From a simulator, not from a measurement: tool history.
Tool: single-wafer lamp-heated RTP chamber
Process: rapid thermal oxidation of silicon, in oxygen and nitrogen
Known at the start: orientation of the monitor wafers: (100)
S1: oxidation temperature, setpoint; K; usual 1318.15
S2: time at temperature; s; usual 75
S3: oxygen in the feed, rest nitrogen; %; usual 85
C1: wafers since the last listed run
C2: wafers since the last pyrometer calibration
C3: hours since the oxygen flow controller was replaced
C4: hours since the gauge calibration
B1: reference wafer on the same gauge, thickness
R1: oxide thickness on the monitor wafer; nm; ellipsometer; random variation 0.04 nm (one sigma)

run,hour,S1,S2,S3,C1,C2,C3,C4,B1,R1
1,0.0,1318.15,75,85,0,2068,1028.0,683.1,8.410,9.495
2,46.8,1318.15,75,85,435,2503,1074.8,729.9,8.405,9.498
3,139.1,1318.15,75,85,858,3362,1167.1,822.2,8.409,9.515
4,225.5,1318.15,75,85,803,4165,1253.5,908.6,8.398,9.476
# hour 271.0: pyrometer window cleaned and pyrometer calibrated
5,289.4,1318.15,75,98,519,171,1317.4,972.5,8.405,9.920
6,384.3,1318.15,75,98,882,1053,1412.3,1067.4,8.417,10.018
7,470.6,1318.15,75,98,802,1856,1498.6,1153.7,8.414,9.907
8,559.7,1318.15,75,85,828,2684,1587.7,1242.8,8.411,9.478
9,596.3,1318.15,75,85,340,3024,1624.3,1279.4,8.415,9.497
10,632.9,1318.15,75,85,340,3365,1660.9,1316.0,8.406,9.484
11,670.4,1318.15,75,85,348,3713,1698.4,1353.5,8.419,9.449
12,762.7,1318.15,75,85,858,4572,1790.7,1445.8,8.416,9.479
# hour 819.0: pyrometer window cleaned and pyrometer calibrated
13,842.3,1318.15,75,85,665,216,1870.3,1525.4,8.403,9.415
# hour 1005.6: oxygen flow controller replaced
14,1044.7,1318.15,75,92,1807,2024,39.1,1727.8,8.404,9.721
15,1087.3,1318.15,75,85,396,2420,81.7,1770.4,8.425,9.518
16,1139.0,1318.15,75,85,480,2900,133.4,1822.1,8.401,9.488
17,1198.3,1318.15,75,85,551,3452,192.7,1881.4,8.415,9.473
18,1345.2,1318.15,97,85,1365,4818,339.6,2028.3,8.412,10.636
19,1434.4,1310.15,100,71,829,5647,428.8,2117.5,8.409,9.607
# hour 1450.4: pyrometer window cleaned and pyrometer calibrated
20,1480.3,1318.15,39,98,352,278,474.7,2163.4,8.414,7.477
21,1572.5,1318.15,75,85,857,1135,566.9,2255.6,8.408,9.479
# hour 1606.5: gauge calibrated
22,1610.9,1318.15,52,96,357,1492,605.3,4.4,8.409,8.377
23,1696.7,1318.15,75,77,797,2290,691.1,90.2,8.412,9.164
24,1775.9,1299.15,54,65,736,3026,770.3,169.4,8.389,6.557
25,1812.8,1318.15,97,85,343,3369,807.2,206.3,8.417,10.569
26,1877.7,1318.15,75,85,603,3973,872.1,271.2,8.423,9.476
27,1951.4,1343.15,107,98,685,4658,945.8,344.9,8.429,13.973
# hour 2014.4: pyrometer window cleaned and pyrometer calibrated
28,2014.9,1318.15,47,85,516,4,1009.3,408.4,8.408,7.680
29,2067.5,1318.15,75,85,489,493,1061.9,461.0,8.414,9.445
30,2145.6,1318.15,75,85,726,1220,1140.0,539.1,8.394,9.533
31,2243.6,1318.15,47,85,911,2131,1238.0,637.1,8.403,7.711
32,2302.3,1326.15,92,98,545,2677,1296.7,695.8,8.401,11.558
33,2431.4,1334.15,101,65,1200,3877,1425.8,824.9,8.417,10.935
34,2473.6,1318.15,61,85,392,4270,1468.0,867.1,8.416,8.551
# hour 2521.8: pyrometer window cleaned and pyrometer calibrated
35,2560.3,1318.15,75,85,731,357,1554.7,953.8,8.396,9.442
36,2653.4,1305.15,90,98,865,1223,1647.8,1046.9,8.410,9.877
37,2689.4,1304.15,75,85,334,1558,1683.8,1082.9,8.397,8.538

Forecast each of these 3 alternatives for the next run:
A,2689.8,1318.15,75,85,3,1561,1684.2,1083.3,?,?
B,2689.8,1338.15,75,98,3,1561,1684.2,1083.3,?,?
C,2689.8,1295.15,97,85,3,1561,1684.2,1083.3,?,?

run,B1,R1
A,8.409,9.467
B,8.409,11.422
C,8.409,9.043
Without the tool's hidden state the same runs would have given:
run,R1
A,9.467
B,11.422
C,9.043

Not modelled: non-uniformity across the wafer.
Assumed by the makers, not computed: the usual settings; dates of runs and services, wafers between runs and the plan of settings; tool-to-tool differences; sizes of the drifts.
